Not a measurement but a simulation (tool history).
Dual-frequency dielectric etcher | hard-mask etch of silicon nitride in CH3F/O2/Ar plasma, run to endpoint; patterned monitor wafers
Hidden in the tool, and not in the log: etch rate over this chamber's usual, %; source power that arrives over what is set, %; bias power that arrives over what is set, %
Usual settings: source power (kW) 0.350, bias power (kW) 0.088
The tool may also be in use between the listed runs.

run,hour,source power (kW),bias power (kW),wafers since the last listed run,hours since the last wet clean,hours since the last source power generator calibration,hours since the last bias power generator calibration,hours since the last upper electrode change,"incoming incoming film thickness, nm",endpoint time (s)
1,0.0,0.350,0.088,0,48.0,2618.5,2484.5,2778.8,50.6,74.0
2,21.6,0.350,0.088,257,69.6,2640.1,2506.1,2800.4,50.3,73.7
3,44.9,0.350,0.088,277,92.9,2663.4,2529.4,2823.7,50.5,74.0
4,68.6,0.290,0.088,282,116.6,2687.1,2553.1,2847.4,50.4,77.3
5,81.5,0.350,0.088,153,129.5,2700.0,2566.0,2860.3,50.9,75.8
6,111.2,0.350,0.088,353,159.2,2729.7,2595.7,2890.0,49.9,74.0
7,141.4,0.350,0.088,359,189.4,2759.9,2625.9,2920.2,50.4,74.4
8,176.6,0.410,0.073,418,224.6,2795.1,2661.1,2955.4,51.0,74.6
9,193.0,0.410,0.073,195,241.0,2811.5,2677.5,2971.8,50.2,73.5
10,228.3,0.350,0.088,420,276.3,2846.8,2712.8,3007.1,50.7,76.1
11,247.7,0.350,0.088,230,295.7,2866.2,2732.2,3026.5,50.1,74.8
12,280.0,0.350,0.088,384,328.0,2898.5,2764.5,3058.8,50.0,75.0
13,292.3,0.350,0.088,146,340.3,2910.8,2776.8,3071.1,50.1,74.3
14,318.7,0.350,0.088,314,366.7,2937.2,2803.2,3097.5,49.8,75.3
15,339.6,0.390,0.097,248,387.6,2958.1,2824.1,3118.4,50.8,72.6
16,363.8,0.290,0.068,288,411.8,2982.3,2848.3,3142.6,50.2,84.5
# hour 417.2: wet clean of the chamber
17,451.5,0.380,0.097,758,34.3,3070.0,2936.0,3230.3,50.4,69.9
# hour 482.3: source power generator calibrated
# hour 482.9: upper electrode replaced
18,483.4,0.420,0.088,325,66.2,1.1,2967.9,0.5,50.5,69.8
19,501.5,0.430,0.102,215,84.3,19.2,2986.0,18.6,50.1,67.5
20,536.6,0.350,0.088,417,119.4,54.3,3021.1,53.7,50.6,74.6
21,572.3,0.320,0.101,424,155.1,90.0,3056.8,89.4,51.2,75.8
22,587.0,0.430,0.073,174,169.8,104.7,3071.5,104.1,50.8,72.5
# hour 607.8: bias power generator calibrated
23,622.8,0.350,0.103,378,205.6,140.5,15.0,139.9,50.5,73.2
24,650.7,0.350,0.088,332,233.5,168.4,42.9,167.8,50.8,75.5
25,673.4,0.380,0.088,270,256.2,191.1,65.6,190.5,50.0,72.2
26,708.1,0.350,0.102,412,290.9,225.8,100.3,225.2,50.7,73.9
27,790.5,0.350,0.108,980,373.3,308.2,182.7,307.6,50.3,73.0
28,814.0,0.350,0.088,279,396.8,331.7,206.2,331.1,50.9,77.1
29,841.3,0.280,0.088,324,424.1,359.0,233.5,358.4,50.4,82.5

Measured less the same run without the tool's hidden state. The same run-to-run variation is in both; the gauge's scatter may not be:
run,endpoint time (s)
1,-0.1
2,+0.0
3,+0.2
4,+0.4
5,+0.5
6,+0.7
7,+0.9
8,+1.1
9,+1.3
10,+1.6
11,+1.7
12,+2.0
13,+2.0
14,+2.3
15,+2.3
16,+2.9
17,+0.0
18,+0.2
19,+0.3
20,+0.6
21,+0.8
22,+0.9
23,+1.2
24,+1.4
25,+1.6
26,+1.8
27,+2.4
28,+2.7
29,+3.2

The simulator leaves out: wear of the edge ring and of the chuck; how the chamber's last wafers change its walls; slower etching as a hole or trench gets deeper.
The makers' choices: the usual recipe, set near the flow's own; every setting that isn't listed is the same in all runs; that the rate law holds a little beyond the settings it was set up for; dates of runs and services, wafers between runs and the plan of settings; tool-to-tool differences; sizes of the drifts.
